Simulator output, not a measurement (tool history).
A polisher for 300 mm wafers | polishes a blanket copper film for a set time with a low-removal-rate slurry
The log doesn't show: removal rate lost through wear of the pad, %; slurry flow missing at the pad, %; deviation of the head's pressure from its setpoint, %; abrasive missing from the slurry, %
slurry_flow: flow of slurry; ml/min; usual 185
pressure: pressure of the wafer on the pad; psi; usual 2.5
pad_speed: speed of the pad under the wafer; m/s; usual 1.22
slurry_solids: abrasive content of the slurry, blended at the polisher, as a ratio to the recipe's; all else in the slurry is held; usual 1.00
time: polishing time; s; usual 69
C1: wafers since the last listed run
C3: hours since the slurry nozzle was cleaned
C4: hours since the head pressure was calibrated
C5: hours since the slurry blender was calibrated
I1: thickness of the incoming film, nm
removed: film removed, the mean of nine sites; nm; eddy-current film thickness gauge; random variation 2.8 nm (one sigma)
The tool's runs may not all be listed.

{"run": 1, "hour": 0.0, "slurry_flow": 185, "pressure": 2.7, "pad_speed": 1.22, "slurry_solids": 1.0, "time": 69, "C1": 0, "wafers polished on this pad": 50, "C3": 497.0, "C4": 1273.2, "C5": 95.0, "I1": 1321.5, "removed": 192.7}
{"run": 2, "hour": 33.8, "slurry_flow": 185, "pressure": 2.7, "pad_speed": 1.22, "slurry_solids": 1.0, "time": 69, "C1": 470, "wafers polished on this pad": 520, "C3": 530.8, "C4": 1307.0, "C5": 128.8, "I1": 1335.2, "removed": 191.1}
{"run": 3, "hour": 49.2, "slurry_flow": 185, "pressure": 2.5, "pad_speed": 1.22, "slurry_solids": 1.0, "time": 69, "C1": 214, "wafers polished on this pad": 735, "C3": 546.2, "C4": 1322.4, "C5": 144.2, "I1": 1344.0, "removed": 164.8}
{"hour": 77.8, "done": "worn pad replaced by a new one"}
{"hour": 108.8, "done": "slurry blender recalibrated"}
{"run": 4, "hour": 155.9, "slurry_flow": 185, "pressure": 2.5, "pad_speed": 1.22, "slurry_solids": 0.8, "time": 69, "C1": 1402, "wafers polished on this pad": 1060, "C3": 652.9, "C4": 1429.1, "C5": 47.1, "I1": 1364.6, "removed": 158.8}
{"hour": 174.7, "done": "worn pad replaced by a new one"}
{"run": 5, "hour": 175.2, "slurry_flow": 185, "pressure": 2.5, "pad_speed": 1.22, "slurry_solids": 1.0, "time": 69, "C1": 213, "wafers polished on this pad": 7, "C3": 672.2, "C4": 1448.4, "C5": 66.4, "I1": 1333.3, "removed": 184.3}
{"run": 6, "hour": 210.4, "slurry_flow": 185, "pressure": 2.5, "pad_speed": 1.22, "slurry_solids": 1.0, "time": 69, "C1": 490, "wafers polished on this pad": 497, "C3": 707.4, "C4": 1483.6, "C5": 101.6, "I1": 1369.9, "removed": 177.2}
{"run": 7, "hour": 224.9, "slurry_flow": 185, "pressure": 2.5, "pad_speed": 1.22, "slurry_solids": 1.0, "time": 69, "C1": 201, "wafers polished on this pad": 699, "C3": 721.9, "C4": 1498.1, "C5": 116.1, "I1": 1336.7, "removed": 173.2}
{"run": 8, "hour": 254.9, "slurry_flow": 185, "pressure": 2.5, "pad_speed": 1.22, "slurry_solids": 1.0, "time": 86, "C1": 417, "wafers polished on this pad": 1117, "C3": 751.9, "C4": 1528.1, "C5": 146.1, "I1": 1335.8, "removed": 197.8}
{"hour": 259.3, "done": "head pressure recalibrated"}
{"hour": 273.8, "done": "worn pad replaced by a new one"}
{"run": 9, "hour": 283.9, "slurry_flow": 185, "pressure": 3.1, "pad_speed": 1.22, "slurry_solids": 1.0, "time": 69, "C1": 320, "wafers polished on this pad": 140, "C3": 780.9, "C4": 24.6, "C5": 175.1, "I1": 1365.9, "removed": 201.7}
{"hour": 303.4, "done": "slurry blender recalibrated"}
{"hour": 314.5, "done": "slurry nozzle cleaned"}
{"run": 10, "hour": 315.2, "slurry_flow": 245, "pressure": 2.5, "pad_speed": 1.22, "slurry_solids": 1.3, "time": 69, "C1": 394, "wafers polished on this pad": 534, "C3": 0.7, "C4": 55.9, "C5": 11.8, "I1": 1354.0, "removed": 199.4}
{"run": 11, "hour": 348.4, "slurry_flow": 185, "pressure": 2.5, "pad_speed": 1.22, "slurry_solids": 1.0, "time": 69, "C1": 462, "wafers polished on this pad": 997, "C3": 33.9, "C4": 89.1, "C5": 45.0, "I1": 1352.7, "removed": 164.3}
{"hour": 373.9, "done": "worn pad replaced by a new one"}
{"run": 12, "hour": 392.3, "slurry_flow": 185, "pressure": 3.1, "pad_speed": 1.22, "slurry_solids": 1.0, "time": 69, "C1": 555, "wafers polished on this pad": 256, "C3": 77.8, "C4": 133.0, "C5": 88.9, "I1": 1355.9, "removed": 216.8}
{"run": 13, "hour": 412.2, "slurry_flow": 185, "pressure": 2.5, "pad_speed": 1.22, "slurry_solids": 1.15, "time": 47, "C1": 277, "wafers polished on this pad": 533, "C3": 97.7, "C4": 152.9, "C5": 108.8, "I1": 1352.4, "removed": 123.0}
{"run": 14, "hour": 442.8, "slurry_flow": 185, "pressure": 2.5, "pad_speed": 1.22, "slurry_solids": 0.7, "time": 69, "C1": 426, "wafers polished on this pad": 959, "C3": 128.3, "C4": 183.5, "C5": 139.4, "I1": 1346.2, "removed": 149.3}

Forecast each of these 3 alternatives for the next run:
{"run": "A", "hour": 443.2, "slurry_flow": 185, "pressure": 2.5, "pad_speed": 1.22, "slurry_solids": 1.0, "time": 78, "C1": 5, "wafers polished on this pad": 965, "C3": 128.7, "C4": 183.9, "C5": 139.8, "I1": 1360.8, "removed": "?"}
{"run": "B", "hour": 443.2, "slurry_flow": 185, "pressure": 2.5, "pad_speed": 1.6, "slurry_solids": 1.0, "time": 47, "C1": 5, "wafers polished on this pad": 965, "C3": 128.7, "C4": 183.9, "C5": 139.8, "I1": 1360.8, "removed": "?"}
{"run": "C", "hour": 443.2, "slurry_flow": 210, "pressure": 2.5, "pad_speed": 1.22, "slurry_solids": 1.0, "time": 87, "C1": 5, "wafers polished on this pad": 965, "C3": 128.7, "C4": 183.9, "C5": 139.8, "I1": 1360.8, "removed": "?"}

run=A removed=185.4
run=B removed=136.7
run=C removed=209.4
Without the tool's hidden state the same runs would have given:
run=A removed=213.4
run=B removed=157.3
run=C removed=241.0
